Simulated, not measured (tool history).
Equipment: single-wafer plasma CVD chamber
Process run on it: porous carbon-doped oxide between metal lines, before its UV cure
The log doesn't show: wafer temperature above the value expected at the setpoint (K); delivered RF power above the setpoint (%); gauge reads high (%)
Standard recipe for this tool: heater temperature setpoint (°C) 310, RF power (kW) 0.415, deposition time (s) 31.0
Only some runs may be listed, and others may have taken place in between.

| run | hour | heater temperature setpoint (°C) | RF power (kW) | deposition time (s) | wafers since the last listed run | hours since the last thermocouple change | hours since the last RF generator calibration | hours since the showerhead was replaced | hours since the gauge calibration | read-back reference wafer on the same gauge, thickness_nm | mean film thickness on the monitor wafer (nm) |
|---|---|---|---|---|---|---|---|---|---|---|---|
| 1 | 0.0 | 310 | 0.415 | 33.6 | 0 | 1146.1 | 2238.8 | 7353.4 | 413.9 | 151.004 | 158.505 |
| 2 | 23.0 | 315 | 0.415 | 31.0 | 515 | 1169.1 | 2261.8 | 7376.4 | 436.9 | 151.071 | 141.736 |
| 3 | 42.7 | 315 | 0.415 | 31.0 | 441 | 1188.8 | 2281.5 | 7396.1 | 456.6 | 150.990 | 141.542 |
|  | 59.7 | showerhead replaced |
| 4 | 71.3 | 315 | 0.415 | 31.0 | 461 | 1217.4 | 2310.1 | 11.6 | 485.2 | 151.106 | 141.498 |
| 5 | 140.8 | 310 | 0.415 | 31.0 | 1557 | 1286.9 | 2379.6 | 81.1 | 554.7 | 151.037 | 145.877 |
| 6 | 156.7 | 310 | 0.415 | 31.0 | 356 | 1302.8 | 2395.5 | 97.0 | 570.6 | 150.970 | 145.458 |
|  | 194.4 | RF generator calibrated |
| 7 | 226.6 | 310 | 0.415 | 31.0 | 1387 | 1372.7 | 32.2 | 166.9 | 640.5 | 151.018 | 149.256 |
|  | 248.6 | gauge calibrated |
| 8 | 255.7 | 310 | 0.415 | 31.0 | 652 | 1401.8 | 61.3 | 196.0 | 7.1 | 150.968 | 149.065 |
| 9 | 282.2 | 310 | 0.470 | 31.0 | 593 | 1428.3 | 87.8 | 222.5 | 33.6 | 150.894 | 162.387 |
| 10 | 313.5 | 310 | 0.470 | 31.0 | 701 | 1459.6 | 119.1 | 253.8 | 64.9 | 150.903 | 161.749 |
| 11 | 337.3 | 322 | 0.415 | 36.5 | 533 | 1483.4 | 142.9 | 277.6 | 88.7 | 151.105 | 162.725 |
| 12 | 442.0 | 310 | 0.415 | 31.0 | 2346 | 1588.1 | 247.6 | 382.3 | 193.4 | 150.937 | 148.517 |
| 13 | 468.8 | 310 | 0.415 | 31.0 | 600 | 1614.9 | 274.4 | 409.1 | 220.2 | 151.128 | 148.987 |
| 14 | 483.5 | 302 | 0.415 | 31.0 | 329 | 1629.6 | 289.1 | 423.8 | 234.9 | 150.994 | 156.877 |
| 15 | 500.6 | 325 | 0.390 | 35.7 | 383 | 1646.7 | 306.2 | 440.9 | 252.0 | 150.922 | 149.390 |
| 16 | 523.2 | 310 | 0.360 | 31.0 | 506 | 1669.3 | 328.8 | 463.5 | 274.6 | 151.076 | 134.641 |
|  | 553.5 | thermocouple changed; heater temperature recalibrated |
| 17 | 554.0 | 310 | 0.415 | 33.1 | 510 | 0.5 | 359.6 | 494.3 | 305.4 | 151.108 | 158.795 |
| 18 | 575.2 | 310 | 0.415 | 25.7 | 475 | 21.7 | 380.8 | 515.5 | 326.6 | 150.914 | 124.389 |
| 19 | 596.1 | 310 | 0.415 | 31.0 | 468 | 42.6 | 401.7 | 536.4 | 347.5 | 150.888 | 148.497 |
| 20 | 616.4 | 310 | 0.415 | 31.0 | 454 | 62.9 | 422.0 | 556.7 | 367.8 | 150.992 | 148.859 |
| 21 | 631.1 | 310 | 0.415 | 31.0 | 329 | 77.6 | 436.7 | 571.4 | 382.5 | 151.024 | 148.608 |
| 22 | 652.2 | 300 | 0.485 | 36.6 | 472 | 98.7 | 457.8 | 592.5 | 403.6 | 151.098 | 207.182 |
| 23 | 674.7 | 299 | 0.475 | 35.0 | 504 | 121.2 | 480.3 | 615.0 | 426.1 | 151.051 | 197.535 |
| 24 | 691.5 | 323 | 0.385 | 28.8 | 376 | 138.0 | 497.1 | 631.8 | 442.9 | 151.128 | 121.238 |
| 25 | 718.4 | 322 | 0.415 | 34.3 | 602 | 164.9 | 524.0 | 658.7 | 469.8 | 151.048 | 152.469 |
| 26 | 737.4 | 310 | 0.415 | 26.5 | 425 | 183.9 | 543.0 | 677.7 | 488.8 | 150.929 | 127.484 |
| 27 | 771.4 | 310 | 0.415 | 27.6 | 761 | 217.9 | 577.0 | 711.7 | 522.8 | 151.088 | 132.656 |
| 28 | 799.3 | 310 | 0.385 | 31.0 | 625 | 245.8 | 604.9 | 739.6 | 550.7 | 150.868 | 140.791 |
| 29 | 823.4 | 297 | 0.415 | 31.0 | 540 | 269.9 | 629.0 | 763.7 | 574.8 | 150.948 | 161.411 |
| 30 | 837.9 | 299 | 0.475 | 35.0 | 324 | 284.4 | 643.5 | 778.2 | 589.3 | 151.002 | 195.385 |
| 31 | 861.9 | 310 | 0.415 | 31.0 | 537 | 308.4 | 667.5 | 802.2 | 613.3 | 151.150 | 148.583 |
| 32 | 955.5 | 310 | 0.415 | 31.0 | 2097 | 402.0 | 761.1 | 895.8 | 706.9 | 150.977 | 147.997 |
| 33 | 969.5 | 310 | 0.415 | 24.9 | 313 | 416.0 | 775.1 | 909.8 | 720.9 | 151.145 | 119.703 |
| 34 | 984.4 | 310 | 0.415 | 26.6 | 333 | 430.9 | 790.0 | 924.7 | 735.8 | 150.928 | 127.318 |
| 35 | 1015.8 | 315 | 0.415 | 31.0 | 703 | 462.3 | 821.4 | 956.1 | 767.2 | 151.080 | 143.648 |

Results for each run, recomputed without the tool's hidden state and with each run's random variation untouched:
| run | mean film thickness on the monitor wafer (nm) |
|---|---|
| 1 | 162.148 |
| 2 | 145.024 |
| 3 | 144.852 |
| 4 | 144.846 |
| 5 | 149.425 |
| 6 | 149.018 |
| 7 | 149.441 |
| 8 | 149.289 |
| 9 | 162.633 |
| 10 | 162.034 |
| 11 | 163.090 |
| 12 | 148.991 |
| 13 | 149.499 |
| 14 | 157.438 |
| 15 | 149.947 |
| 16 | 135.190 |
| 17 | 159.465 |
| 18 | 124.937 |
| 19 | 149.180 |
| 20 | 149.571 |
| 21 | 149.340 |
| 22 | 208.103 |
| 23 | 198.449 |
| 24 | 121.902 |
| 25 | 153.341 |
| 26 | 128.235 |
| 27 | 133.479 |
| 28 | 141.700 |
| 29 | 162.489 |
| 30 | 196.542 |
| 31 | 149.628 |
| 32 | 149.165 |
| 33 | 120.663 |
| 34 | 128.357 |
| 35 | 144.862 |

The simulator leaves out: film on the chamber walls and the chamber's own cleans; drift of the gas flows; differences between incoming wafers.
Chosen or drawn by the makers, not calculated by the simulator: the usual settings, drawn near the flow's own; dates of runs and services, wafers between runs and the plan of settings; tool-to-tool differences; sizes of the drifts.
